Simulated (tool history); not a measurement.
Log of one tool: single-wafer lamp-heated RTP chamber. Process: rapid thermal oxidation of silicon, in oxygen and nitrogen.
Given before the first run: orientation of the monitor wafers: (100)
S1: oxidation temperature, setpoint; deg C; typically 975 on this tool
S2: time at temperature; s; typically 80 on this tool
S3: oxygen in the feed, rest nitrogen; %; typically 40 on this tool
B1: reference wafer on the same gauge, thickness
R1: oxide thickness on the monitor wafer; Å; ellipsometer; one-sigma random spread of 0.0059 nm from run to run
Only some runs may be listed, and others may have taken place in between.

run	hour	S1	S2	S3	B1	R1
1	0.0	975	61	40	3.961	35.27
2	68.1	975	80	40	3.961	39.41
3	112.6	975	80	40	3.961	39.53
4	148.9	975	80	40	3.960	39.56
5	186.0	975	80	55	3.960	43.82
6	238.2	975	80	55	3.959	43.81
# hour 276.0: pyrometer window cleaned and pyrometer calibrated
7	293.0	952	80	40	3.961	33.62
8	339.7	952	80	40	3.960	33.96
9	409.7	952	80	40	3.960	34.02
10	440.0	955	80	40	3.961	34.68
11	488.1	955	80	40	3.960	34.73
12	536.6	955	80	40	3.960	34.83
13	577.1	975	80	40	3.961	39.49
14	642.6	975	80	40	3.960	39.40
# hour 656.6: pyrometer window cleaned and pyrometer calibrated
15	714.5	975	80	40	3.962	39.05
16	773.8	975	80	40	3.960	39.38
17	803.7	975	80	40	3.959	39.33
18	846.1	996	80	66	3.961	54.07
# hour 875.1: gauge calibrated
19	893.7	957	80	20	3.961	29.65
# hour 951.1: oxygen flow controller replaced
20	963.4	949	80	40	3.959	34.06
21	1001.5	975	80	40	3.960	40.11
# hour 1020.9: pyrometer window cleaned and pyrometer calibrated
22	1062.2	975	105	52	3.960	48.38
23	1107.6	975	119	25	3.960	40.52
24	1138.7	1001	80	24	3.959	40.62
25	1209.9	975	80	40	3.959	40.12
26	1257.2	960	117	21	3.957	35.08
27	1313.2	947	117	57	3.961	43.17
28	1349.5	975	80	40	3.961	40.17
29	1405.8	975	80	22	3.959	33.91
# hour 1419.3: pyrometer window cleaned and pyrometer calibrated
30	1438.5	975	80	40	3.959	39.49
31	1594.7	975	80	40	3.960	39.82
32	1647.7	975	80	40	3.960	39.92
33	1715.4	987	61	40	3.959	38.96
34	1774.6	949	80	40	3.959	33.90

5 ways to go on from here, each from the tool as it stands after run 34. What would each give?
A	1775.0	975	99	40	?	?
B	1775.0	958	116	21	?	?
C	1775.0	953	104	40	?	?
D	1775.0	964	80	63	?	?
E	1775.0	988	80	60	?	?

run	B1	R1
A	3.961	43.64
B	3.961	34.48
C	3.961	38.32
D	3.961	42.76
E	3.961	49.99
Take away the tool's hidden state, keep each run's random variation, and the runs would have read:
run	R1
A	42.90
B	34.02
C	37.71
D	41.99
E	49.08

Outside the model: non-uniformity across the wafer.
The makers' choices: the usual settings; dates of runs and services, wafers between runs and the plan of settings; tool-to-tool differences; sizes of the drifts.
